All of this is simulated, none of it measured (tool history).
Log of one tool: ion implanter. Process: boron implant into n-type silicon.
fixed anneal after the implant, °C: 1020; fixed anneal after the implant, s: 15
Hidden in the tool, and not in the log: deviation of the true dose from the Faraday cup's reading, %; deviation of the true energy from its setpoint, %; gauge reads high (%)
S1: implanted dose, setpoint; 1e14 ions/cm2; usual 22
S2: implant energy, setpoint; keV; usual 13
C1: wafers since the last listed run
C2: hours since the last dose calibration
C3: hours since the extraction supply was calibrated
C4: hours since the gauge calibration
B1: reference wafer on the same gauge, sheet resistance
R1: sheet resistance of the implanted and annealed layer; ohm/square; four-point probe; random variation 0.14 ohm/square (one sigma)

run	hour	S1	S2	C1	C2	C3	C4	B1	R1
1	0	22	10	0	1677.4	4065.2	811.8	84.31	105.4
2	21.4	22	16	809	1698.8	4086.6	833.2	84.31	83.12
3	52.2	22	16	1164	1729.6	4117.4	864	84.33	83.17
4	73	22	16	786	1750.4	4138.2	884.8	84.27	83.03
5	96.5	18.06	13	888	1773.9	4161.7	908.3	84.35	97.6
6	120.8	18.06	13	918	1798.2	4186	932.6	84.3	97.68
7	152.5	17.44	16	1198	1829.9	4217.7	964.3	84.31	91.6
8	168.7	20.4	13	612	1846.1	4233.9	980.5	84.32	93.97
9	184.6	20.4	13	601	1862	4249.8	996.4	84.3	93.95
10	201.4	22	13	635	1878.8	4266.6	1013.2	84.31	91.95
11	217.3	22	13	601	1894.7	4282.5	1029.1	84.29	91.93
# hour 223: gauge calibrated
# hour 240.1: Faraday cup replaced and dose calibrated
12	240.6	22	13	578	0.5	4305.8	17.6	84.3	92.93
13	248	18.32	15.5	279	7.9	4313.2	25	84.28	92.41
14	280.9	22	13	1243	40.8	4346.1	57.9	84.24	92.94
15	301.3	22	10.5	771	61.2	4366.5	78.3	84.29	103.75
16	319	24.99	16	669	78.9	4384.2	96	84.32	80.82
17	340.9	26.26	11.5	827	100.8	4406.1	117.9	84.22	95.59
18	370.8	22	17	1130	130.7	4436	147.8	84.33	82.18
# hour 392.8: extraction supply calibrated
19	396.5	27.26	9.5	669	156.4	3.7	173.5	84.33	102.56
20	450.6	22	13	2045	210.5	57.8	227.6	84.34	90.28
21	472.2	22	13	816	232.1	79.4	249.2	84.37	90.26
22	513.8	18.71	15	1572	273.7	121	290.8	84.25	90.12
23	531.7	26.26	11.5	676	291.6	138.9	308.7	84.34	92.06
24	573.9	19.12	17.5	1595	333.8	181.1	350.9	84.27	84.69
25	586.5	25.03	8.5	476	346.4	193.7	363.5	84.29	110.52
26	609.8	22	13	880	369.7	217	386.8	84.27	90.39
27	643.7	17.44	16	1281	403.6	250.9	420.7	84.25	90.96
28	660.4	24.12	13	631	420.3	267.6	437.4	84.32	87.74
29	684.9	26.18	9	926	444.8	292.1	461.9	84.27	106.1
30	702.6	16.27	15.5	669	462.5	309.8	479.6	84.35	95.22
31	732.9	26.89	9.5	1145	492.8	340.1	509.9	84.32	102.76
32	759.7	16.46	9	1013	519.6	366.9	536.7	84.3	116.44
33	774	19.25	9.5	540	533.9	381.2	551	84.24	108.87
34	788.8	27.19	13	559	548.7	396	565.8	84.25	85.35
35	801.3	24.55	16	472	561.2	408.5	578.3	84.37	78.74
36	825.6	27.16	11	918	585.5	432.8	602.6	84.29	94

Forecast each of these 5 alternatives for the next run:
A	826	27.13	13	15	585.9	433.2	603	?	?
B	826	25.63	17	15	585.9	433.2	603	?	?
C	826	18.8	11.5	15	585.9	433.2	603	?	?
D	826	22	11	15	585.9	433.2	603	?	?
E	826	19.34	17.5	15	585.9	433.2	603	?	?

run	B1	R1
A	84.27	85.37
B	84.27	75.57
C	84.27	100.13
D	84.27	97.94
E	84.27	83.79
Without the tool's hidden state the same runs would have given:
run	R1
A	86.39
B	76.72
C	101.68
D	99.2
E	85.48
